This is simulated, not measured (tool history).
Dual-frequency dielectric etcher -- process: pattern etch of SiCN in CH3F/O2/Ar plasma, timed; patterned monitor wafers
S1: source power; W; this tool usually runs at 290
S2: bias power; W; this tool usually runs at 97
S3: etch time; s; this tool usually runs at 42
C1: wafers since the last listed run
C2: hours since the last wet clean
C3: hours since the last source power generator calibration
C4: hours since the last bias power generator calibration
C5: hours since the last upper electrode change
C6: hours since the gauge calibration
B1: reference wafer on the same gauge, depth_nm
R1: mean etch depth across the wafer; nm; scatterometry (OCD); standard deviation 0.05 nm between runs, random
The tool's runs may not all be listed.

run,day,S1,S2,S3,C1,C2,C3,C4,C5,C6,B1,R1
1,0,290,97,42,0,398.6,1471.6,790.1,2606.4,1106.7,13.58,16.11
2,4.867,290,97,42,867,515.4,1588.4,906.9,2723.2,1223.5,13.59,16.21
3,6.262,290,97,42,248,548.9,1621.9,940.4,2756.7,1257,13.6,16.19
# day 8.608: wet clean of the chamber
4,8.975,290,97,47.5,305,8.8,1687,1005.5,2821.8,1322.1,13.61,18.43
5,11.583,290,97,47.5,465,71.4,1749.6,1068.1,2884.4,1384.7,13.6,18.51
6,13.588,290,97,51,357,119.5,1797.7,1116.2,2932.5,1432.8,13.61,19.92
7,15.342,330,97,42,312,161.6,1839.8,1158.3,2974.6,1474.9,13.6,17.28
8,22.225,290,97,42,1227,326.8,2005,1323.5,3139.8,1640.1,13.6,16.53
9,24.467,350,105,42,399,380.6,2058.8,1377.3,3193.6,1693.9,13.61,18.15
10,27.167,330,77,38.5,481,445.4,2123.6,1442.1,3258.4,1758.7,13.61,14.8
11,28.471,290,85,42,232,476.7,2154.9,1473.4,3289.7,1790,13.6,15.8
# day 35.708: wet clean of the chamber, repeated, since the last time left the tool worse
# day 35.779: source power generator calibrated
12,35.862,290,97,42,1127,3.7,2,1650.8,3467.1,1967.4,13.6,15.94
13,40.138,290,111,42,762,106.3,104.6,1753.4,3569.7,2070,13.61,16.59
# day 42.129: bias power generator calibrated
14,42.796,290,97,42,444,170.1,168.4,16,3633.5,2133.8,13.59,15.94
15,44.312,290,91,42,270,206.5,204.8,52.4,3669.9,2170.2,13.6,15.72
# day 46.762: upper electrode replaced
16,47.058,290,97,47.5,311,272.4,270.7,118.3,7.1,2236.1,13.58,18.17
# day 50.858: gauge calibrated
17,53.354,330,97,38.5,1122,423.5,421.8,269.4,158.2,59.9,13.59,15.4
18,54.488,340,112,42,202,450.7,449,296.6,185.4,87.1,13.6,17.84
19,57.417,290,106,42,522,521,519.3,366.9,255.7,157.4,13.6,16.54
# day 59.246: wet clean of the chamber
20,60.912,250,113,42,445,40,603.2,450.8,339.6,241.3,13.6,15.94
21,62.258,290,97,42,240,72.3,635.5,483.1,371.9,273.6,13.62,15.81
22,63.612,330,97,42,241,104.8,668,515.6,404.4,306.1,13.61,16.73
23,69.542,290,97,42,1057,247.1,810.3,657.9,546.7,448.4,13.6,15.93
24,72.071,310,97,42,451,307.8,871,718.6,607.4,509.1,13.6,16.44
25,78.3,250,97,42,1110,457.3,1020.5,868.1,756.9,658.6,13.6,15.24
26,80.588,350,113,49.5,407,512.2,1075.4,923,811.8,713.5,13.6,21.31
27,82.975,270,117,52,425,569.5,1132.7,980.3,869.1,770.8,13.6,20.82
# day 86.171: wet clean of the chamber
28,86.192,290,97,42,395,0.5,1209.9,1057.5,946.3,848,13.59,15.87
29,87.125,340,81,54.5,166,22.9,1232.3,1079.9,968.7,870.4,13.6,20.67
30,89.825,240,97,42,481,87.7,1297.1,1144.7,1033.5,935.2,13.58,14.89

Hidden state, per run?
source power that arrives over what is set, %: 0 on each run
bias power that arrives over what is set, %: 0 on each run
gauge reads high (%): 0 on each run
H1: etch rate over this chamber's usual, %
run,H1
1,1.47
2,1.8
3,1.89
4,2.98
5,3.15
6,3.29
7,3.4
8,3.87
9,4.02
10,4.2
11,4.28
12,0.0985
13,0.385
14,0.564
15,0.665
16,0.85
17,1.27
18,1.35
19,1.54
20,0.332
21,0.422
22,0.513
23,0.91
24,1.08
25,1.5
26,1.65
27,1.81
28,0.174
29,0.236
30,0.417

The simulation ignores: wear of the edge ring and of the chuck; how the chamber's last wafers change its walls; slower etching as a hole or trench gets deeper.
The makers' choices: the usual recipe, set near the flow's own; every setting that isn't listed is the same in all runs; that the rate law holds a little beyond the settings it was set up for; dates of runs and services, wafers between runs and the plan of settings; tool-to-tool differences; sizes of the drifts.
